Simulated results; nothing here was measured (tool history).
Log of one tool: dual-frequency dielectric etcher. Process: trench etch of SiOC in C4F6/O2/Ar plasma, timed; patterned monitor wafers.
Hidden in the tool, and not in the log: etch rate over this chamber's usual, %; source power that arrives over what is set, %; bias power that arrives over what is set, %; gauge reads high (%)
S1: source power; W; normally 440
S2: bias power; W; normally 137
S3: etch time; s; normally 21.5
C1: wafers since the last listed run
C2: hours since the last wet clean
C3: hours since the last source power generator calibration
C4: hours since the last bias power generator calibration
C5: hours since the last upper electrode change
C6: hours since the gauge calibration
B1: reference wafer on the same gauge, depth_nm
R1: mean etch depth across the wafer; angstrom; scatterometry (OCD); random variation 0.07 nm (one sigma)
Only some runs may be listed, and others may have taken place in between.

{"run": 1, "hour": 0.0, "S1": 440, "S2": 137, "S3": 21.5, "C1": 0, "C2": 38.9, "C3": 3271.7, "C4": 2631.1, "C5": 4740.4, "C6": 291.4, "B1": 46.31, "R1": 444.3}
{"run": 2, "hour": 32.0, "S1": 440, "S2": 137, "S3": 21.5, "C1": 516, "C2": 70.9, "C3": 3303.7, "C4": 2663.1, "C5": 4772.4, "C6": 323.4, "B1": 46.31, "R1": 445.4}
{"run": 3, "hour": 90.5, "S1": 440, "S2": 118, "S3": 17.0, "C1": 944, "C2": 129.4, "C3": 3362.2, "C4": 2721.6, "C5": 4830.9, "C6": 381.9, "B1": 46.32, "R1": 330.2}
{"run": 4, "hour": 159.4, "S1": 440, "S2": 118, "S3": 17.0, "C1": 1112, "C2": 198.3, "C3": 3431.1, "C4": 2790.5, "C5": 4899.8, "C6": 450.8, "B1": 46.32, "R1": 331.5}
{"run": 5, "hour": 185.4, "S1": 440, "S2": 137, "S3": 21.5, "C1": 419, "C2": 224.3, "C3": 3457.1, "C4": 2816.5, "C5": 4925.8, "C6": 476.8, "B1": 46.29, "R1": 448.3}
{"run": 6, "hour": 268.6, "S1": 440, "S2": 137, "S3": 21.5, "C1": 1343, "C2": 307.5, "C3": 3540.3, "C4": 2899.7, "C5": 5009.0, "C6": 560.0, "B1": 46.29, "R1": 449.6}
{"hour": 298.9, "done": "wet clean of the chamber"}
{"run": 7, "hour": 333.4, "S1": 440, "S2": 137, "S3": 21.5, "C1": 659, "C2": 34.5, "C3": 3605.1, "C4": 2964.5, "C5": 5073.8, "C6": 624.8, "B1": 46.31, "R1": 445.2}
{"run": 8, "hour": 382.3, "S1": 440, "S2": 137, "S3": 21.5, "C1": 789, "C2": 83.4, "C3": 3654.0, "C4": 3013.4, "C5": 5122.7, "C6": 673.7, "B1": 46.31, "R1": 446.8}
{"run": 9, "hour": 411.7, "S1": 390, "S2": 137, "S3": 21.5, "C1": 474, "C2": 112.8, "C3": 3683.4, "C4": 3042.8, "C5": 5152.1, "C6": 703.1, "B1": 46.33, "R1": 424.7}
{"hour": 453.1, "done": "upper electrode replaced"}
{"run": 10, "hour": 526.6, "S1": 440, "S2": 137, "S3": 21.5, "C1": 1468, "C2": 227.7, "C3": 3798.3, "C4": 3157.7, "C5": 73.5, "C6": 818.0, "B1": 46.29, "R1": 451.0}
{"run": 11, "hour": 558.1, "S1": 490, "S2": 137, "S3": 21.5, "C1": 508, "C2": 259.2, "C3": 3829.8, "C4": 3189.2, "C5": 105.0, "C6": 849.5, "B1": 46.28, "R1": 472.3}
{"run": 12, "hour": 585.3, "S1": 490, "S2": 137, "S3": 21.5, "C1": 439, "C2": 286.4, "C3": 3857.0, "C4": 3216.4, "C5": 132.2, "C6": 876.7, "B1": 46.29, "R1": 471.6}
{"run": 13, "hour": 614.4, "S1": 490, "S2": 137, "S3": 21.5, "C1": 470, "C2": 315.5, "C3": 3886.1, "C4": 3245.5, "C5": 161.3, "C6": 905.8, "B1": 46.3, "R1": 474.4}
{"hour": 644.7, "done": "wet clean of the chamber"}
{"run": 14, "hour": 646.5, "S1": 440, "S2": 137, "S3": 21.5, "C1": 130, "C2": 1.8, "C3": 3918.2, "C4": 3277.6, "C5": 193.4, "C6": 937.9, "B1": 46.29, "R1": 442.3}
{"hour": 670.6, "done": "gauge calibrated"}
{"run": 15, "hour": 672.8, "S1": 410, "S2": 137, "S3": 25.0, "C1": 424, "C2": 28.1, "C3": 3944.5, "C4": 3303.9, "C5": 219.7, "C6": 2.2, "B1": 46.3, "R1": 498.7}
{"run": 16, "hour": 710.1, "S1": 440, "S2": 158, "S3": 23.0, "C1": 602, "C2": 65.4, "C3": 3981.8, "C4": 3341.2, "C5": 257.0, "C6": 39.5, "B1": 46.3, "R1": 504.0}
{"run": 17, "hour": 752.4, "S1": 340, "S2": 137, "S3": 21.5, "C1": 683, "C2": 107.7, "C3": 4024.1, "C4": 3383.5, "C5": 299.3, "C6": 81.8, "B1": 46.29, "R1": 398.8}
{"run": 18, "hour": 801.1, "S1": 440, "S2": 137, "S3": 21.5, "C1": 786, "C2": 156.4, "C3": 4072.8, "C4": 3432.2, "C5": 348.0, "C6": 130.5, "B1": 46.29, "R1": 446.6}
{"run": 19, "hour": 837.1, "S1": 440, "S2": 137, "S3": 21.5, "C1": 581, "C2": 192.4, "C3": 4108.8, "C4": 3468.2, "C5": 384.0, "C6": 166.5, "B1": 46.28, "R1": 446.8}
{"hour": 860.2, "done": "source power generator calibrated"}
{"run": 20, "hour": 867.7, "S1": 440, "S2": 168, "S3": 15.5, "C1": 429, "C2": 223.0, "C3": 7.5, "C4": 3498.8, "C5": 414.6, "C6": 197.1, "B1": 46.3, "R1": 345.4}
{"run": 21, "hour": 901.2, "S1": 440, "S2": 137, "S3": 21.5, "C1": 541, "C2": 256.5, "C3": 41.0, "C4": 3532.3, "C5": 448.1, "C6": 230.6, "B1": 46.28, "R1": 439.0}
{"run": 22, "hour": 938.3, "S1": 510, "S2": 137, "S3": 21.5, "C1": 599, "C2": 293.6, "C3": 78.1, "C4": 3569.4, "C5": 485.2, "C6": 267.7, "B1": 46.3, "R1": 470.3}
{"hour": 944.1, "done": "bias power generator calibrated"}
{"hour": 984.5, "done": "wet clean of the chamber"}
{"run": 23, "hour": 985.0, "S1": 350, "S2": 104, "S3": 15.5, "C1": 302, "C2": 0.5, "C3": 124.8, "C4": 40.9, "C5": 531.9, "C6": 314.4, "B1": 46.29, "R1": 248.3}
{"run": 24, "hour": 1009.4, "S1": 340, "S2": 150, "S3": 26.5, "C1": 394, "C2": 24.9, "C3": 149.2, "C4": 65.3, "C5": 556.3, "C6": 338.8, "B1": 46.29, "R1": 497.9}
{"run": 25, "hour": 1080.7, "S1": 520, "S2": 137, "S3": 21.5, "C1": 1151, "C2": 96.2, "C3": 220.5, "C4": 136.6, "C5": 627.6, "C6": 410.1, "B1": 46.29, "R1": 467.9}
{"run": 26, "hour": 1126.7, "S1": 440, "S2": 158, "S3": 26.0, "C1": 743, "C2": 142.2, "C3": 266.5, "C4": 182.6, "C5": 673.6, "C6": 456.1, "B1": 46.3, "R1": 563.3}
{"run": 27, "hour": 1297.6, "S1": 440, "S2": 137, "S3": 21.5, "C1": 2760, "C2": 313.1, "C3": 437.4, "C4": 353.5, "C5": 844.5, "C6": 627.0, "B1": 46.32, "R1": 441.8}

Below are 5 alternative next runs, each starting from the tool's condition after run 27. Predict each:
{"run": "A", "hour": 1298.0, "S1": 440, "S2": 137, "S3": 21.5, "C1": 6, "C2": 313.5, "C3": 437.8, "C4": 353.9, "C5": 844.9, "C6": 627.4, "B1": "?", "R1": "?"}
{"run": "B", "hour": 1298.0, "S1": 380, "S2": 121, "S3": 27.5, "C1": 6, "C2": 313.5, "C3": 437.8, "C4": 353.9, "C5": 844.9, "C6": 627.4, "B1": "?", "R1": "?"}
{"run": "C", "hour": 1298.0, "S1": 440, "S2": 137, "S3": 26.0, "C1": 6, "C2": 313.5, "C3": 437.8, "C4": 353.9, "C5": 844.9, "C6": 627.4, "B1": "?", "R1": "?"}
{"run": "D", "hour": 1298.0, "S1": 520, "S2": 116, "S3": 25.5, "C1": 6, "C2": 313.5, "C3": 437.8, "C4": 353.9, "C5": 844.9, "C6": 627.4, "B1": "?", "R1": "?"}
{"run": "E", "hour": 1298.0, "S1": 540, "S2": 137, "S3": 16.0, "C1": 6, "C2": 313.5, "C3": 437.8, "C4": 353.9, "C5": 844.9, "C6": 627.4, "B1": "?", "R1": "?"}

run=A B1=46.32 R1=441.0
run=B B1=46.32 R1=500.6
run=C B1=46.32 R1=533.3
run=D B1=46.32 R1=522.3
run=E B1=46.32 R1=358.2
With no hidden state in the tool, these same runs would have given:
run=A R1=433.1
run=B R1=491.7
run=C R1=523.8
run=D R1=512.9
run=E R1=351.8
